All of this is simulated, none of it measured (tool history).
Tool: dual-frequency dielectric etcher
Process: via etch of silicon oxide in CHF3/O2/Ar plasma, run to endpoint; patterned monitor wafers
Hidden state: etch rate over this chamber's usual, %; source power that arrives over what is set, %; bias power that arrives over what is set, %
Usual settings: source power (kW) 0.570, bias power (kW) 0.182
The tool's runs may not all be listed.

run,hour,source power (kW),bias power (kW),wafers since the last listed run,hours since the last wet clean,hours since the last source power generator calibration,hours since the last bias power generator calibration,hours since the last upper electrode change,"incoming incoming film thickness, nm",endpoint time (s)
1,0.0,0.540,0.182,0,211.1,874.5,3853.6,2894.6,792.8,394.5
2,31.4,0.540,0.182,96,242.5,905.9,3885.0,2926.0,788.3,391.4
3,65.2,0.570,0.182,103,276.3,939.7,3918.8,2959.8,780.5,383.9
4,148.7,0.570,0.182,255,359.8,1023.2,4002.3,3043.3,786.1,389.9
5,193.6,0.570,0.182,137,404.7,1068.1,4047.2,3088.2,787.4,394.1
6,245.2,0.570,0.182,157,456.3,1119.7,4098.8,3139.8,783.0,392.2
7,314.7,0.570,0.182,212,525.8,1189.2,4168.3,3209.3,781.6,392.9
8,358.6,0.610,0.182,134,569.7,1233.1,4212.2,3253.2,781.7,386.1
# hour 396.3: wet clean of the chamber
9,429.0,0.570,0.182,141,32.7,1303.5,4282.6,3323.6,792.2,380.9
# hour 470.2: upper electrode replaced
10,470.7,0.570,0.182,54,74.4,1345.2,4324.3,0.5,789.7,383.5
# hour 490.2: bias power generator calibrated
11,511.9,0.570,0.182,113,115.6,1386.4,21.7,41.7,789.0,384.7
12,574.0,0.570,0.182,189,177.7,1448.5,83.8,103.8,799.2,391.4
13,624.5,0.530,0.159,154,228.2,1499.0,134.3,154.3,780.4,406.7
14,663.2,0.570,0.200,118,266.9,1537.7,173.0,193.0,789.9,380.3
15,802.0,0.570,0.182,424,405.7,1676.5,311.8,331.8,791.2,398.9
16,839.3,0.650,0.182,114,443.0,1713.8,349.1,369.1,786.8,375.5
# hour 878.3: source power generator calibrated
17,882.6,0.650,0.227,120,486.3,4.3,392.4,412.4,785.1,364.9
# hour 961.9: wet clean of the chamber
18,962.4,0.640,0.149,170,0.5,84.1,472.2,492.2,791.0,379.1
19,1023.1,0.510,0.209,185,61.2,144.8,532.9,552.9,788.6,381.4
20,1083.7,0.430,0.154,185,121.8,205.4,593.5,613.5,790.3,435.2
21,1122.7,0.570,0.182,119,160.8,244.4,632.5,652.5,780.9,375.4
22,1150.0,0.520,0.150,83,188.1,271.7,659.8,679.8,798.2,417.0
23,1198.6,0.570,0.182,148,236.7,320.3,708.4,728.4,788.0,383.5

Forecast each of these 3 alternatives for the next run:
A,1199.1,0.570,0.147,1,237.2,320.8,708.9,728.9,784.5,?
B,1199.1,0.490,0.205,1,237.2,320.8,708.9,728.9,784.5,?
C,1199.1,0.700,0.196,1,237.2,320.8,708.9,728.9,784.5,?

run,endpoint time (s)
A,397.4
B,391.0
C,346.7
Without the tool's hidden state the same runs would have given:
run,endpoint time (s)
A,389.3
B,383.1
C,339.7

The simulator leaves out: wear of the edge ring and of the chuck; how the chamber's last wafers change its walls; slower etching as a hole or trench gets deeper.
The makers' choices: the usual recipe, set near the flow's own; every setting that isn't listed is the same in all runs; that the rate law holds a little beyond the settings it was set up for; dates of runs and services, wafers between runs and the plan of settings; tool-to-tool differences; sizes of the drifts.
